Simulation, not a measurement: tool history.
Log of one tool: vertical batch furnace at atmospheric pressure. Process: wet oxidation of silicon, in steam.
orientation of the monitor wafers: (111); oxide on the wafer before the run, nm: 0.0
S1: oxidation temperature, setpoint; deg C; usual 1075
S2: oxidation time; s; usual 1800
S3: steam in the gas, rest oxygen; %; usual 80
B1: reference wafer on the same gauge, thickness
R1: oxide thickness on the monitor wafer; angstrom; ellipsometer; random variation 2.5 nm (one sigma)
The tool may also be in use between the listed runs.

{"run": 1, "hour": 0.0, "S1": 1059, "S2": 1800, "S3": 80, "B1": 533.78, "R1": 4265.3}
{"run": 2, "hour": 61.2, "S1": 1075, "S2": 1200, "S3": 80, "B1": 532.88, "R1": 3616.5}
{"run": 3, "hour": 121.8, "S1": 1075, "S2": 1200, "S3": 80, "B1": 533.46, "R1": 3634.1}
{"run": 4, "hour": 185.8, "S1": 1075, "S2": 1800, "S3": 80, "B1": 532.81, "R1": 4616}
{"run": 5, "hour": 237.9, "S1": 1075, "S2": 1800, "S3": 80, "B1": 533.05, "R1": 4587.9}
{"run": 6, "hour": 270.3, "S1": 1075, "S2": 1800, "S3": 80, "B1": 532.34, "R1": 4533.3}
{"run": 7, "hour": 300.4, "S1": 1075, "S2": 1800, "S3": 80, "B1": 533.49, "R1": 4556.6}
{"run": 8, "hour": 351.0, "S1": 1075, "S2": 1800, "S3": 80, "B1": 533.11, "R1": 4608}
{"run": 9, "hour": 396.6, "S1": 1075, "S2": 1800, "S3": 80, "B1": 533.62, "R1": 4558.6}
{"run": 10, "hour": 458.0, "S1": 1075, "S2": 1800, "S3": 80, "B1": 533.28, "R1": 4565.8}
{"run": 11, "hour": 515.8, "S1": 1075, "S2": 1800, "S3": 80, "B1": 533.6, "R1": 4530}
{"run": 12, "hour": 572.7, "S1": 1075, "S2": 1380, "S3": 80, "B1": 533.77, "R1": 3889.2}
{"run": 13, "hour": 636.9, "S1": 1075, "S2": 1380, "S3": 80, "B1": 532.58, "R1": 3885.7}
{"hour": 688.4, "done": "steam generator serviced"}
{"run": 14, "hour": 688.9, "S1": 1075, "S2": 1380, "S3": 80, "B1": 532.89, "R1": 3772.5}
{"run": 15, "hour": 713.6, "S1": 1075, "S2": 1200, "S3": 89, "B1": 533.58, "R1": 3704.1}
{"run": 16, "hour": 784.6, "S1": 1052, "S2": 1800, "S3": 80, "B1": 533.03, "R1": 3942.6}
{"run": 17, "hour": 906.9, "S1": 1090, "S2": 2130, "S3": 76, "B1": 532.43, "R1": 5000.2}
{"hour": 971.2, "done": "steam generator serviced, repeated, since the last time left the tool worse"}
{"hour": 972.0, "done": "gauge calibrated"}
{"run": 18, "hour": 974.5, "S1": 1075, "S2": 2700, "S3": 80, "B1": 532.6, "R1": 5862.2}
{"run": 19, "hour": 1022.7, "S1": 1075, "S2": 1800, "S3": 84, "B1": 532.87, "R1": 4832.3}
{"run": 20, "hour": 1051.3, "S1": 1075, "S2": 1800, "S3": 80, "B1": 533.71, "R1": 4673.5}
{"hour": 1112.0, "done": "thermocouples replaced and temperature profile calibrated"}
{"run": 21, "hour": 1112.5, "S1": 1075, "S2": 2430, "S3": 80, "B1": 533.84, "R1": 5529}
{"run": 22, "hour": 1121.6, "S1": 1062, "S2": 1800, "S3": 75, "B1": 533.1, "R1": 4267.2}
{"run": 23, "hour": 1163.3, "S1": 1053, "S2": 1380, "S3": 75, "B1": 532.36, "R1": 3441.6}
{"run": 24, "hour": 1219.0, "S1": 1075, "S2": 1140, "S3": 80, "B1": 533.86, "R1": 3608.7}
{"run": 25, "hour": 1275.2, "S1": 1075, "S2": 2670, "S3": 86, "B1": 533.67, "R1": 6075.4}
{"run": 26, "hour": 1305.7, "S1": 1100, "S2": 2580, "S3": 84, "B1": 533.42, "R1": 6486.5}
{"run": 27, "hour": 1355.8, "S1": 1054, "S2": 2580, "S3": 80, "B1": 533.14, "R1": 5198.9}
{"run": 28, "hour": 1396.4, "S1": 1075, "S2": 1800, "S3": 80, "B1": 532.8, "R1": 4703.5}

3 ways to go on from here, each from the tool as it stands after run 28. What would each give?
{"run": "A", "hour": 1400.0, "S1": 1075, "S2": 1800, "S3": 75, "B1": "?", "R1": "?"}
{"run": "B", "hour": 1400.0, "S1": 1075, "S2": 2430, "S3": 87, "B1": "?", "R1": "?"}
{"run": "C", "hour": 1400.0, "S1": 1088, "S2": 2580, "S3": 72, "B1": "?", "R1": "?"}

run=A B1=533.2 R1=4492.5
run=B B1=533.2 R1=5792.4
run=C B1=533.2 R1=5667
Without the tool's hidden state the same runs would have given:
run=A R1=4510.6
run=B R1=5815.1
run=C R1=5689
